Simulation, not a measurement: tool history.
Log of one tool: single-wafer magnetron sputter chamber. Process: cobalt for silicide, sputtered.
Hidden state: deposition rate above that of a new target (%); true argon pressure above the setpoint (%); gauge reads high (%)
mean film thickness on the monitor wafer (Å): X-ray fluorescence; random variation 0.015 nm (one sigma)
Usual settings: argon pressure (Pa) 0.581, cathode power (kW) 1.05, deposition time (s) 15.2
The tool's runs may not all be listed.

run     day  argon pressure (Pa)  cathode power (kW)  deposition time (s)  wafers since the last listed run  wafers on the sputter target  hours since the last manometer calibration  hours since the magnet pack was replaced  hours since the gauge calibration  read-back reference wafer on the same gauge, thickness_nm  mean film thickness on the monitor wafer (Å)
  1       0                0.581                1.05                 15.2                                 0                          9623                                      1400.6                                   11249.2                              465.2                                                      5.929                                         64.03
  2   2.283                0.581                1.05                 15.2                              1798                         11421                                      1455.4                                     11304                                520                                                       5.93                                         63.63
  3   4.346                0.581                1.05                 15.2                              1624                         13045                                      1504.9                                   11353.5                              569.5                                                      5.927                                         63.39
      5.058  -- sputter target and shields replaced
  4   7.054                0.714                1.05                 15.2                              1870                          1572                                      1569.9                                   11418.5                              634.5                                                      5.931                                         61.56
  5   8.504                0.714                1.05                 15.2                              1141                          2714                                      1604.7                                   11453.3                              669.3                                                      5.926                                         61.52
  6   11.15                0.714                1.05                 15.2                              2083                          4797                                      1668.2                                   11516.8                              732.8                                                       5.93                                         60.99
  7  12.821                0.581                1.05                 15.2                              1315                          6113                                      1708.3                                   11556.9                              772.9                                                      5.929                                         64.17
  8  14.529                0.581                1.05                 15.2                              1345                          7459                                      1749.3                                   11597.9                              813.9                                                       5.93                                            64
  9  16.729                0.581                1.05                 15.2                              1732                          9191                                      1802.1                                   11650.7                              866.7                                                      5.932                                         63.81
 10  19.592                0.581                1.05                 15.2                              2254                         11445                                      1870.8                                   11719.4                              935.4                                                      5.929                                         63.35
 11    21.5                0.581                1.05                 15.2                              1502                         12948                                      1916.6                                   11765.2                              981.2                                                      5.929                                         62.77
     21.929  -- magnet pack replaced
     23.933  -- sputter target and shields replaced
 12  24.329                0.581                1.05                 15.2                              1702                           311                                      1984.5                                      57.6                             1049.1                                                       5.93                                         64.58
     25.354  -- capacitance manometer re-zeroed and calibrated
       26.3  -- gauge calibrated
 13  26.871                0.581                1.05                 15.2                              1739                          2050                                        36.4                                     118.6                               13.7                                                      5.931                                         65.37
 14  27.908                0.581                1.05                 15.2                               817                          2867                                        61.3                                     143.5                               38.6                                                      5.931                                         65.57
 15  30.725                0.352                 0.9                 12.4                              2218                          5085                                       128.9                                     211.1                              106.2                                                      5.931                                         49.66
 16  38.788                0.726                1.15                 15.2                              6349                         11434                                       322.4                                     404.6                              299.7                                                       5.93                                         66.52
 17  40.783                0.581                1.05                 15.2                              1571                         13006                                       370.3                                     452.5                              347.6                                                      5.928                                         64.15
     42.717  -- sputter target and shields replaced
 18  43.629                0.696                 1.3                 17.3                              1978                           716                                       438.6                                     520.8                              415.9                                                      5.931                                         88.65
 19  46.092                0.581                1.05                 15.2                              1939                          2656                                       497.7                                     579.9                                475                                                      5.931                                         65.46
 20  47.892                0.503                 0.9                 13.3                              1417                          4073                                       540.9                                     623.1                              518.2                                                      5.929                                          50.6
 21  50.729                0.711                 0.8                 15.2                              2234                          6308                                         609                                     691.2                              586.3                                                       5.93                                         47.01
 22  53.008                0.487                1.05                 15.2                              1794                          8102                                       663.7                                     745.9                                641                                                      5.929                                         66.98
 23  54.054                0.726                 1.2                 15.2                               823                          8926                                       688.8                                       771                              666.1                                                      5.931                                          69.8
 24  55.875                0.581                0.95                 12.9                              1433                         10360                                       732.5                                     814.7                              709.8                                                      5.932                                         49.44
 25  57.617                0.581                 1.3                 17.4                              1371                         11732                                       774.3                                     856.5                              751.6                                                      5.931                                         90.85
 26  59.054                0.581                 1.2                 12.9                              1132                         12864                                       808.8                                       891                              786.1                                                      5.932                                         61.99
      60.05  -- sputter target and shields replaced
 27  60.671                0.372                1.25                   16                              1010                           488                                       847.6                                     929.8                              824.9                                                      5.931                                         89.01
 28  61.754                0.492                 0.9                 15.2                               853                          1341                                       873.6                                     955.8                              850.9                                                      5.932                                         58.29
 29  63.617                0.728                1.05                 15.2                              1466                          2808                                       918.3                                    1000.5                              895.6                                                      5.929                                          61.6
 30    64.7                0.581                1.05                 15.2                               853                          3661                                       944.3                                    1026.5                              921.6                                                      5.931                                         65.24
 31  66.175                0.779                 0.8                 16.4                              1161                          4822                                       979.7                                    1061.9                                957                                                      5.932                                         49.47
 32  67.429                0.581                 1.3                 12.5                               987                          5810                                      1009.8                                      1092                              987.1                                                       5.93                                         65.86
 33  68.458                0.581                0.95                 15.2                               810                          6620                                      1034.5                                    1116.7                             1011.8                                                       5.93                                         58.65
 34  71.429                0.712                1.25                   16                              2339                          8960                                      1105.8                                      1188                             1083.1                                                      5.928                                         76.35

5 ways to go on from here, each from the tool as it stands after run 34. What would each give?
  A  71.446                0.581                1.05                 15.2                                13                          8973                                      1106.2                                    1188.4                             1083.5                                                          ?                                             ?
  B  71.446                0.581                   1                 13.3                                13                          8973                                      1106.2                                    1188.4                             1083.5                                                          ?                                             ?
  C  71.446                0.581                1.05                   16                                13                          8973                                      1106.2                                    1188.4                             1083.5                                                          ?                                             ?
  D  71.446                0.478                1.25                   17                                13                          8973                                      1106.2                                    1188.4                             1083.5                                                          ?                                             ?
  E  71.446                0.581                0.95                   13                                13                          8973                                      1106.2                                    1188.4                             1083.5                                                          ?                                             ?

run  read-back reference wafer on the same gauge, thickness_nm  mean film thickness on the monitor wafer (Å)
  A                                                      5.931                                         64.53
  B                                                      5.931                                         53.78
  C                                                      5.931                                         67.93
  D                                                      5.931                                         89.43
  E                                                      5.931                                         49.94
Without the tool's hidden state the same runs would have given:
run  mean film thickness on the monitor wafer (Å)
  A                                          66.1
  B                                         55.08
  C                                         69.58
  D                                         91.55
  E                                         51.15
